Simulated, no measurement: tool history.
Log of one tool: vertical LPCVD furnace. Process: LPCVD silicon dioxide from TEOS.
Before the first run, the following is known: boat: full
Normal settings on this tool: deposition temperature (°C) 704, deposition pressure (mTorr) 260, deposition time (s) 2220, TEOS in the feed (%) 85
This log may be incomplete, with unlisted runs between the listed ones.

| run | day | deposition temperature (°C) | deposition pressure (mTorr) | deposition time (s) | TEOS in the feed (%) | wafers since the last listed run | hours since the last temperature calibration | hours since the pressure gauge was zeroed | hours since the TEOS flow controller was replaced | hours since the gauge calibration | read-back reference wafer on the same gauge, thickness | film thickness on the monitor wafer in the middle of the boat (angstrom) |
|---|---|---|---|---|---|---|---|---|---|---|---|---|
| 1 | 0.000 | 704 | 260 | 2220 | 85 | 0 | 3820.4 | 4147.9 | 2841.2 | 191.5 | 293.91 | 3362.7 |
| 2 | 1.300 | 704 | 260 | 2220 | 85 | 506 | 3851.6 | 4179.1 | 2872.4 | 222.7 | 293.86 | 3372.9 |
| 3 | 2.417 | 704 | 260 | 2220 | 85 | 435 | 3878.4 | 4205.9 | 2899.2 | 249.5 | 294.28 | 3366.5 |
| 4 | 3.483 | 704 | 260 | 2220 | 85 | 415 | 3904.0 | 4231.5 | 2924.8 | 275.1 | 294.09 | 3396.8 |
| 5 | 4.842 | 704 | 260 | 2220 | 85 | 529 | 3936.6 | 4264.1 | 2957.4 | 307.7 | 294.07 | 3393.6 |
| 6 | 6.508 | 704 | 260 | 2430 | 85 | 649 | 3976.6 | 4304.1 | 2997.4 | 347.7 | 293.74 | 3722.0 |
| 7 | 9.479 | 704 | 260 | 2220 | 85 | 1158 | 4047.9 | 4375.4 | 3068.7 | 419.0 | 293.67 | 3402.3 |
| 8 | 11.429 | 704 | 260 | 2220 | 85 | 760 | 4094.7 | 4422.2 | 3115.5 | 465.8 | 294.15 | 3419.6 |
| 9 | 12.433 | 704 | 260 | 2220 | 85 | 391 | 4118.8 | 4446.3 | 3139.6 | 489.9 | 294.02 | 3404.4 |
| 10 | 14.138 | 707 | 210 | 1830 | 85 | 664 | 4159.7 | 4487.2 | 3180.5 | 530.8 | 293.84 | 2723.3 |
| 11 | 15.283 | 704 | 260 | 1830 | 85 | 446 | 4187.2 | 4514.7 | 3208.0 | 558.3 | 294.22 | 2828.8 |
|  | 16.562 | gauge calibrated |
| 12 | 17.092 | 704 | 260 | 2220 | 80 | 704 | 4230.6 | 4558.1 | 3251.4 | 12.7 | 293.92 | 3324.0 |
|  | 19.942 | TEOS flow controller replaced |
|  | 20.421 | pressure gauge zeroed |
| 13 | 20.442 | 704 | 260 | 2220 | 85 | 730 | 4311.0 | 0.5 | 12.0 | 93.1 | 293.77 | 3431.0 |
| 14 | 22.338 | 712 | 290 | 2220 | 85 | 739 | 4356.5 | 46.0 | 57.5 | 138.6 | 294.18 | 4357.8 |
| 15 | 24.283 | 704 | 260 | 2220 | 85 | 758 | 4403.2 | 92.7 | 104.2 | 185.3 | 294.08 | 3456.0 |
|  | 25.496 | thermocouples replaced and temperature profile calibrated |
| 16 | 26.267 | 704 | 260 | 1500 | 79 | 383 | 18.5 | 140.3 | 151.8 | 232.9 | 294.24 | 2030.3 |
| 17 | 29.242 | 704 | 260 | 2220 | 85 | 1159 | 89.9 | 211.7 | 223.2 | 304.3 | 294.18 | 3123.2 |
| 18 | 31.271 | 704 | 260 | 1350 | 85 | 791 | 138.6 | 260.4 | 271.9 | 353.0 | 293.91 | 1889.0 |
| 19 | 33.742 | 704 | 285 | 1500 | 79 | 963 | 197.9 | 319.7 | 331.2 | 412.3 | 293.87 | 2122.1 |

Consider 5 possible next runs. They are alternatives, not a sequence: every one starts from the tool as it was left by run 19. What does each give?
| A | 33.962 | 704 | 295 | 2220 | 85 | 86 | 203.2 | 325.0 | 336.5 | 417.6 | ? | ? |
| B | 33.962 | 704 | 260 | 2820 | 97 | 86 | 203.2 | 325.0 | 336.5 | 417.6 | ? | ? |
| C | 33.962 | 700 | 295 | 1650 | 94 | 86 | 203.2 | 325.0 | 336.5 | 417.6 | ? | ? |
| D | 33.962 | 709 | 195 | 2220 | 85 | 86 | 203.2 | 325.0 | 336.5 | 417.6 | ? | ? |
| E | 33.962 | 704 | 300 | 1440 | 85 | 86 | 203.2 | 325.0 | 336.5 | 417.6 | ? | ? |

| run | read-back reference wafer on the same gauge, thickness | film thickness on the monitor wafer in the middle of the boat (angstrom) |
|---|---|---|
| A | 293.86 | 3308.3 |
| B | 293.86 | 4214.5 |
| C | 293.86 | 2357.0 |
| D | 293.86 | 3016.7 |
| E | 293.86 | 2164.0 |
With no hidden state in the tool, these same runs would have given:
| run | film thickness on the monitor wafer in the middle of the boat (angstrom) |
|---|---|
| A | 3303.8 |
| B | 4208.9 |
| C | 2353.8 |
| D | 3012.7 |
| E | 2161.1 |

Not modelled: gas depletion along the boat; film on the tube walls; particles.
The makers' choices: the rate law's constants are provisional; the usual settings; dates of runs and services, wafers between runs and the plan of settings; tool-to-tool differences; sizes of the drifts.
